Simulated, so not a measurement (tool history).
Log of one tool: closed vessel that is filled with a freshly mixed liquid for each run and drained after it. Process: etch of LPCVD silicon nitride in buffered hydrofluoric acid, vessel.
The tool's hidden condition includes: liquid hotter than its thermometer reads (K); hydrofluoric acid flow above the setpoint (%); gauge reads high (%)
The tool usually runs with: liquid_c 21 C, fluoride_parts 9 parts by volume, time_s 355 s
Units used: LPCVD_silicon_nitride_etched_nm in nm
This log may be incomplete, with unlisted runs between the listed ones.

run,hour,liquid_c,fluoride_parts,time_s,wafers since the last listed run,hours since the thermometer was replaced,hours since the hydrofluoric acid flow meter was replaced,hours since the gauge calibration,"read-back film thickness of the LPCVD silicon nitride reference wafer, read on the same gauge (nm)",LPCVD_silicon_nitride_etched_nm
1,0,21,7.5,355,0,170.8,1388.4,350.7,150.013,5.585
2,21.1,21,7.5,355,2108,191.9,1409.5,371.8,150.028,5.583
3,51.6,21,8.5,355,3047,222.4,1440,402.3,150.014,4.866
4,147.5,21,8.5,355,9581,318.3,1535.9,498.2,149.996,4.872
5,165.3,18.5,9,355,1778,336.1,1553.7,516,149.978,3.989
6,183.8,21,9,355,1848,354.6,1572.2,534.5,149.969,4.624
7,213.4,21,9,355,2957,384.2,1601.8,564.1,150.005,4.605
8,239.7,21,9,355,2627,410.5,1628.1,590.4,150.003,4.604
9,270.8,21,9,355,3107,441.6,1659.2,621.5,150.008,4.646
10,286,21,9,355,1518,456.8,1674.4,636.7,150.01,4.611
11,316.3,21,9,355,3027,487.1,1704.7,667,149.993,4.661
12,331.5,25,9,355,1518,502.3,1719.9,682.2,150.035,5.828
13,348.4,21,9,355,1688,519.2,1736.8,699.1,150.022,4.694
# hour 349.7: hydrofluoric acid flow meter replaced
14,366.6,17,9,160,1718,537.4,16.9,717.3,150.025,1.556
15,380.6,23.5,7,355,1398,551.4,30.9,731.3,150.018,6.418
16,408.2,21,12,535,2757,579,58.5,758.9,149.989,5.073
17,433,21,11,355,2477,603.8,83.3,783.7,150.004,3.683
18,455.7,18,12.5,545,2267,626.5,106,806.4,149.975,4.194
19,483.7,17,6.5,355,2797,654.5,134,834.4,150.04,4.799
# hour 494.5: gauge calibrated
20,498.6,21,9,355,1488,669.4,148.9,4.1,149.99,4.339
# hour 509.1: thermometer replaced
21,519.4,21,9,355,1978,10.3,169.7,24.9,150.016,4.328
22,548.2,25,10.5,155,2877,39.1,198.5,53.7,149.98,2.115
23,576.7,17,10.5,260,2847,67.6,227,82.2,150.019,2.259
24,602.9,21,9,355,2617,93.8,253.2,108.4,150.03,4.376
25,636,18,7.5,565,3307,126.9,286.3,141.5,150,7.167
26,660.6,21,9,440,2457,151.5,310.9,166.1,149.995,5.383
27,693.1,21,9,355,3247,184,343.4,198.6,150.039,4.363

Hidden state or all else? Some run-to-run changes of LPCVD_silicon_nitride_etched_nm, split into what the settings, what came in and random variation would give without the hidden state, and what is left for the hidden state (with any gauge scatter that isn't in both results):
Run 13 -> 14: liquid_c 21 -> 17, time_s 355 -> 160, hydrofluoric acid flow meter replaced. LPCVD_silicon_nitride_etched_nm -3.138 nm: hidden state -0.436, all else -2.702.
Run 14 -> 15: liquid_c 17 -> 23.5, fluoride_parts 9 -> 7, time_s 160 -> 355. LPCVD_silicon_nitride_etched_nm +4.862 nm: hidden state +0.102, all else +4.76.
Run 24 -> 25: liquid_c 21 -> 18, fluoride_parts 9 -> 7.5, time_s 355 -> 565. LPCVD_silicon_nitride_etched_nm +2.791 nm: hidden state +0.13, all else +2.661.
